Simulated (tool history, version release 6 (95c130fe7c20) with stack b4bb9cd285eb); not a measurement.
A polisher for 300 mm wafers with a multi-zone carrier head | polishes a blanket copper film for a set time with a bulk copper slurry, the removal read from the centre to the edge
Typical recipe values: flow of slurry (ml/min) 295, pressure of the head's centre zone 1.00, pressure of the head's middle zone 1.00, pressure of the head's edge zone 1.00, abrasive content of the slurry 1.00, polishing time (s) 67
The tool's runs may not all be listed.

| run | day | flow of slurry (ml/min) | pressure of the head's centre zone | pressure of the head's middle zone | pressure of the head's edge zone | abrasive content of the slurry | polishing time (s) | wafers since the last listed run | wafers polished on this pad | hours since the slurry nozzle was cleaned | hours since the centre zone pressure was calibrated | hours since the edge zone pressure was calibrated | hours since the carrier head's membrane was replaced | incoming thickness of the incoming film, nm | film removed at the wafer's centre (angstrom) | film removed at mid-radius (angstrom) | film removed at the wafer's edge (angstrom) |
|---|---|---|---|---|---|---|---|---|---|---|---|---|---|---|---|---|---|
| 1 | 0.000 | 375 | 1.00 | 1.11 | 0.90 | 1.00 | 78 | 0 | 2350 | 51.8 | 789.3 | 700.0 | 20.7 | 2443.6 | 9281 | 9964 | 9155 |
| 2 | 3.188 | 295 | 1.00 | 1.07 | 1.00 | 0.85 | 67 | 552 | 2903 | 128.3 | 865.8 | 776.5 | 97.2 | 2366.9 | 7532 | 7917 | 7588 |
|  | 3.562 | edge zone pressure recalibrated |
| 3 | 5.146 | 295 | 1.04 | 1.05 | 1.00 | 0.90 | 75 | 324 | 3227 | 175.3 | 912.8 | 38.0 | 144.2 | 2375.0 | 8630 | 8544 | 8703 |
| 4 | 9.046 | 295 | 1.00 | 1.00 | 0.95 | 1.00 | 67 | 675 | 3903 | 268.9 | 1006.4 | 131.6 | 237.8 | 2416.6 | 7642 | 7650 | 7838 |
| 5 | 11.312 | 295 | 1.00 | 1.00 | 1.00 | 1.00 | 67 | 392 | 4296 | 323.3 | 1060.8 | 186.0 | 292.2 | 2386.1 | 7621 | 7440 | 7596 |
| 6 | 13.662 | 295 | 1.00 | 1.00 | 1.00 | 1.00 | 67 | 407 | 4703 | 379.7 | 1117.2 | 242.4 | 348.6 | 2391.3 | 7456 | 7477 | 7690 |
|  | 16.296 | worn pad replaced by a new one |
| 7 | 18.071 | 295 | 1.00 | 1.00 | 1.00 | 1.00 | 67 | 734 | 307 | 485.5 | 1223.0 | 348.2 | 454.4 | 2432.9 | 7524 | 7415 | 7676 |
| 8 | 21.746 | 295 | 1.10 | 0.93 | 1.00 | 1.10 | 76 | 636 | 944 | 573.7 | 1311.2 | 436.4 | 542.6 | 2422.9 | 9448 | 8154 | 9131 |
|  | 22.488 | slurry nozzle cleaned |
| 9 | 23.962 | 295 | 0.93 | 1.00 | 0.96 | 0.75 | 75 | 376 | 1321 | 35.4 | 1364.4 | 489.6 | 595.8 | 2449.4 | 7471 | 7967 | 8090 |
|  | 26.679 | centre zone pressure recalibrated |
| 10 | 27.579 | 360 | 1.00 | 1.00 | 0.92 | 1.00 | 67 | 612 | 1933 | 122.2 | 21.6 | 576.4 | 682.6 | 2421.2 | 7781 | 7826 | 7562 |
| 11 | 29.675 | 295 | 1.00 | 1.00 | 1.00 | 1.00 | 67 | 363 | 2296 | 172.5 | 71.9 | 626.7 | 732.9 | 2381.3 | 7688 | 7593 | 7837 |
| 12 | 33.421 | 295 | 1.00 | 1.00 | 1.00 | 1.00 | 67 | 648 | 2945 | 262.4 | 161.8 | 716.6 | 822.8 | 2431.8 | 7759 | 7515 | 7714 |
| 13 | 36.721 | 295 | 1.05 | 1.00 | 1.00 | 0.80 | 67 | 571 | 3516 | 341.6 | 241.0 | 795.8 | 902.0 | 2405.4 | 7498 | 7074 | 7327 |
| 14 | 39.517 | 295 | 1.00 | 1.00 | 1.00 | 1.00 | 67 | 484 | 4001 | 408.7 | 308.1 | 862.9 | 969.1 | 2449.9 | 7589 | 7498 | 7570 |
|  | 40.233 | edge zone pressure recalibrated |
| 15 | 41.504 | 295 | 1.00 | 0.92 | 1.03 | 1.10 | 67 | 329 | 4331 | 456.4 | 355.8 | 30.5 | 1016.8 | 2404.3 | 7764 | 7005 | 8002 |
|  | 45.167 | worn pad replaced by a new one |
| 16 | 45.825 | 350 | 1.00 | 0.96 | 0.92 | 1.10 | 67 | 719 | 114 | 560.1 | 459.5 | 134.2 | 1120.5 | 2426.0 | 7744 | 7503 | 7739 |
|  | 47.996 | carrier head's membrane replaced by a new one |
|  | 48.638 | slurry nozzle cleaned |
| 17 | 49.400 | 295 | 1.10 | 0.93 | 1.00 | 1.10 | 76 | 576 | 690 | 18.3 | 545.3 | 220.0 | 33.7 | 2406.6 | 9777 | 8417 | 8900 |
| 18 | 50.900 | 295 | 1.00 | 1.00 | 1.00 | 1.00 | 75 | 259 | 949 | 54.3 | 581.3 | 256.0 | 69.7 | 2413.8 | 8698 | 8548 | 8887 |
| 19 | 53.533 | 295 | 1.00 | 1.00 | 1.00 | 1.00 | 67 | 456 | 1406 | 117.5 | 644.5 | 319.2 | 132.9 | 2466.3 | 7532 | 7625 | 7847 |
| 20 | 57.367 | 240 | 1.11 | 1.00 | 1.00 | 1.00 | 67 | 664 | 2070 | 209.5 | 736.5 | 411.2 | 224.9 | 2418.6 | 8257 | 7391 | 7562 |
| 21 | 60.592 | 295 | 1.00 | 1.00 | 1.00 | 1.00 | 67 | 558 | 2628 | 286.9 | 813.9 | 488.6 | 302.3 | 2408.1 | 7797 | 7354 | 7795 |
| 22 | 62.917 | 295 | 1.00 | 0.95 | 1.00 | 1.00 | 58 | 402 | 3031 | 342.7 | 869.7 | 544.4 | 358.1 | 2451.9 | 6554 | 6307 | 6664 |

Predict each of these 3 candidate next runs independently; none follows another, all start after run 22:
| A | 62.933 | 295 | 1.00 | 1.00 | 1.00 | 1.00 | 67 | 2 | 3034 | 343.1 | 870.1 | 544.8 | 358.5 | 2429.1 | ? | ? | ? |
| B | 62.933 | 295 | 1.00 | 1.03 | 1.00 | 1.00 | 52 | 2 | 3034 | 343.1 | 870.1 | 544.8 | 358.5 | 2429.1 | ? | ? | ? |
| C | 62.933 | 295 | 1.00 | 1.09 | 1.00 | 0.90 | 67 | 2 | 3034 | 343.1 | 870.1 | 544.8 | 358.5 | 2429.1 | ? | ? | ? |

| run | film removed at the wafer's centre (angstrom) | film removed at mid-radius (angstrom) | film removed at the wafer's edge (angstrom) |
|---|---|---|---|
| A | 7436 | 7526 | 7690 |
| B | 5772 | 5989 | 5966 |
| C | 7235 | 7874 | 7469 |
What these runs would have given with no unlogged condition in the tool:
| run | film removed at the wafer's centre (angstrom) | film removed at mid-radius (angstrom) | film removed at the wafer's edge (angstrom) |
|---|---|---|---|
| A | 7632 | 7706 | 7830 |
| B | 5925 | 6132 | 6074 |
| C | 7426 | 8063 | 7604 |

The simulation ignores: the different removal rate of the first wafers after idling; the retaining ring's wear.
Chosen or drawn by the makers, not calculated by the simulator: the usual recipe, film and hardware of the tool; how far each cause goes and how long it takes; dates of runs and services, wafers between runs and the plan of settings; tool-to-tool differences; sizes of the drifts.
